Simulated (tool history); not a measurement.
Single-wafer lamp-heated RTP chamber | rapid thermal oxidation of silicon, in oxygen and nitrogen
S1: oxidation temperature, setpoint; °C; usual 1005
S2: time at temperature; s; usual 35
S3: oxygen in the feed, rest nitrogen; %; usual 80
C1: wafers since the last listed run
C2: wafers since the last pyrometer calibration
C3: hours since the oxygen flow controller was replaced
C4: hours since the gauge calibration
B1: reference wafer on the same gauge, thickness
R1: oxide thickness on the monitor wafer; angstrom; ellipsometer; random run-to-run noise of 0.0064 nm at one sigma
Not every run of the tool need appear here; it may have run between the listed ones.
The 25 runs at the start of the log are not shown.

| run | hour | S1 | S2 | S3 | C1 | C2 | C3 | C4 | B1 | R1 |
|---|---|---|---|---|---|---|---|---|---|---|
| 26 | 1769.3 | 997 | 35 | 66 | 637 | 1328 | 498.6 | 1849.8 | 3.499 | 38.35 |
|  | 1799.9 | gauge calibrated |
| 27 | 1826 | 1005 | 35 | 80 | 468 | 1796 | 555.3 | 26.1 | 3.5 | 43.1 |
| 28 | 1886.8 | 1005 | 31 | 80 | 501 | 2298 | 616.1 | 86.9 | 3.501 | 41.13 |
| 29 | 2136.5 | 1025 | 29 | 98 | 2061 | 4359 | 865.8 | 336.6 | 3.5 | 49.22 |
|  | 2380 | pyrometer window cleaned and pyrometer calibrated |
| 30 | 2380.5 | 980 | 45 | 89 | 1948 | 3 | 1109.8 | 580.6 | 3.5 | 41.3 |
| 31 | 2479.6 | 1005 | 35 | 80 | 818 | 821 | 1208.9 | 679.7 | 3.499 | 42.98 |
| 32 | 2518 | 1025 | 52 | 80 | 317 | 1138 | 1247.3 | 718.1 | 3.5 | 58.54 |
| 33 | 2577.6 | 1005 | 35 | 53 | 492 | 1631 | 1306.9 | 777.7 | 3.499 | 37.74 |

Each row is a separate what-if for the run after 33, all from the same tool condition, not one after another. Results?
| A | 2578 | 1005 | 35 | 98 | 3 | 1634 | 1307.3 | 778.1 | ? | ? |
| B | 2578 | 987 | 27 | 89 | 3 | 1634 | 1307.3 | 778.1 | ? | ? |
| C | 2578 | 980 | 29 | 93 | 3 | 1634 | 1307.3 | 778.1 | ? | ? |
| D | 2578 | 1026 | 25 | 56 | 3 | 1634 | 1307.3 | 778.1 | ? | ? |
| E | 2578 | 1005 | 44 | 53 | 3 | 1634 | 1307.3 | 778.1 | ? | ? |

| run | B1 | R1 |
|---|---|---|
| A | 3.5 | 46.01 |
| B | 3.5 | 35.52 |
| C | 3.5 | 35.32 |
| D | 3.5 | 38.5 |
| E | 3.5 | 41.28 |
Take away the tool's hidden state, keep each run's random variation, and the runs would have read:
| run | R1 |
|---|---|
| A | 45.82 |
| B | 35.39 |
| C | 35.19 |
| D | 38.35 |
| E | 41.11 |
